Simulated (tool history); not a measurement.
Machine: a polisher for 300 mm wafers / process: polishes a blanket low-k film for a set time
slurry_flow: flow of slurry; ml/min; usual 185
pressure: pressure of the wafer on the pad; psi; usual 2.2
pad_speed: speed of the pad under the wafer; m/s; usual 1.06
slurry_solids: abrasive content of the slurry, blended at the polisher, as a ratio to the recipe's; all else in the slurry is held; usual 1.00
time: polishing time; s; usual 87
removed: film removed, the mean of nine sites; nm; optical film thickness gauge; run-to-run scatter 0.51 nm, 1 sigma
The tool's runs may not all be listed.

run,hour,slurry_flow,pressure,pad_speed,slurry_solids,time,wafers since the last listed run,wafers polished on this pad,hours since the slurry nozzle was cleaned,hours since the head pressure was calibrated,hours since the slurry blender was calibrated,hours since the conditioning disc was replaced,"incoming thickness of the incoming film, nm",removed
1,0.0,185,2.2,1.06,1.00,87,0,2319,92.5,28.3,29.3,345.0,702.6,42.8
2,15.9,185,2.6,1.06,1.00,87,194,2513,108.4,44.2,45.2,360.9,722.4,49.6
3,39.8,185,2.2,1.40,1.00,70,291,2805,132.3,68.1,69.1,384.8,701.4,42.7
4,54.3,185,2.2,1.06,1.00,87,177,2982,146.8,82.6,83.6,399.3,703.6,41.3
# hour 70.2: worn pad replaced by a new one
5,82.7,185,2.2,1.06,1.00,87,297,153,175.2,111.0,112.0,427.7,704.9,41.4
6,105.9,185,2.2,0.74,0.80,87,283,436,198.4,134.2,135.2,450.9,718.6,27.1
7,122.7,185,2.8,0.94,1.00,87,205,641,215.2,151.0,152.0,467.7,696.5,47.9
8,153.7,185,2.2,1.40,1.00,70,378,1019,246.2,182.0,183.0,498.7,714.2,42.7
9,184.6,185,2.2,1.26,1.00,73,377,1397,277.1,212.9,213.9,529.6,696.5,39.7
10,202.8,185,2.2,1.06,1.00,87,222,1619,295.3,231.1,232.1,547.8,711.6,41.8
11,226.2,120,1.9,0.86,1.00,78,285,1905,318.7,254.5,255.5,571.2,709.8,25.8
# hour 241.1: slurry blender recalibrated
12,241.6,205,2.2,1.44,1.00,99,163,2068,334.1,269.9,0.5,586.6,713.5,61.6
13,257.1,130,2.9,1.06,1.00,87,189,2257,349.6,285.4,16.0,602.1,703.1,51.7
# hour 278.1: conditioning disc replaced and pad reconditioned
14,278.9,160,2.6,0.80,1.00,87,241,2499,371.4,307.2,37.8,0.8,710.1,38.8
15,292.0,220,2.2,1.06,1.00,87,159,2659,384.5,320.3,50.9,13.9,716.9,43.0
16,313.6,245,2.2,0.72,1.00,87,263,2923,406.1,341.9,72.5,35.5,709.1,32.1
# hour 333.7: worn pad replaced by a new one
17,336.4,185,2.2,1.06,1.00,103,229,32,428.9,364.7,95.3,58.3,717.9,51.3
18,367.5,185,1.8,1.06,1.00,87,379,412,460.0,395.8,126.4,89.4,715.9,34.2
19,381.0,185,1.8,0.94,1.00,71,164,576,473.5,409.3,139.9,102.9,705.4,25.8
# hour 452.8: slurry blender recalibrated
20,453.3,185,2.2,0.70,0.75,75,858,1435,545.8,481.6,0.5,175.2,711.9,21.0
21,473.7,125,1.8,1.06,1.00,115,249,1684,566.2,502.0,20.9,195.6,718.9,43.1
22,505.3,245,1.5,0.76,1.00,75,385,2070,597.8,533.6,52.5,227.2,715.2,19.9
23,527.3,125,1.8,1.06,1.00,115,268,2338,619.8,555.6,74.5,249.2,713.8,42.3
# hour 536.6: worn pad replaced by a new one
24,557.7,145,2.2,1.06,1.00,87,322,258,650.2,586.0,104.9,279.6,714.4,40.3
25,581.6,185,2.2,1.06,1.00,87,291,549,674.1,609.9,128.8,303.5,707.3,42.2
# hour 588.4: slurry nozzle cleaned
26,595.6,185,1.5,1.06,1.00,87,158,708,7.2,623.9,142.8,317.5,715.6,28.5
27,622.2,185,2.2,1.06,1.00,87,324,1033,33.8,650.5,169.4,344.1,701.5,42.8

How the hidden state differs across the entries between the runs, from the last listed run before each to the first after it:
After run 4, before run 5: worn pad replaced by a new one (hour 70.2)
  nothing in the hidden state changes from one run to the other
After run 11, before run 12: slurry blender recalibrated (hour 241.1)
  nothing in the hidden state changes from one run to the other
After run 13, before run 14: conditioning disc replaced and pad reconditioned (hour 278.1)
  nothing in the hidden state changes from one run to the other
After run 16, before run 17: worn pad replaced by a new one (hour 333.7)
  nothing in the hidden state changes from one run to the other
After run 19, before run 20: slurry blender recalibrated (hour 452.8)
  nothing in the hidden state changes from one run to the other
After run 23, before run 24: worn pad replaced by a new one (hour 536.6)
  nothing in the hidden state changes from one run to the other
After run 25, before run 26: slurry nozzle cleaned (hour 588.4)
  nothing in the hidden state changes from one run to the other
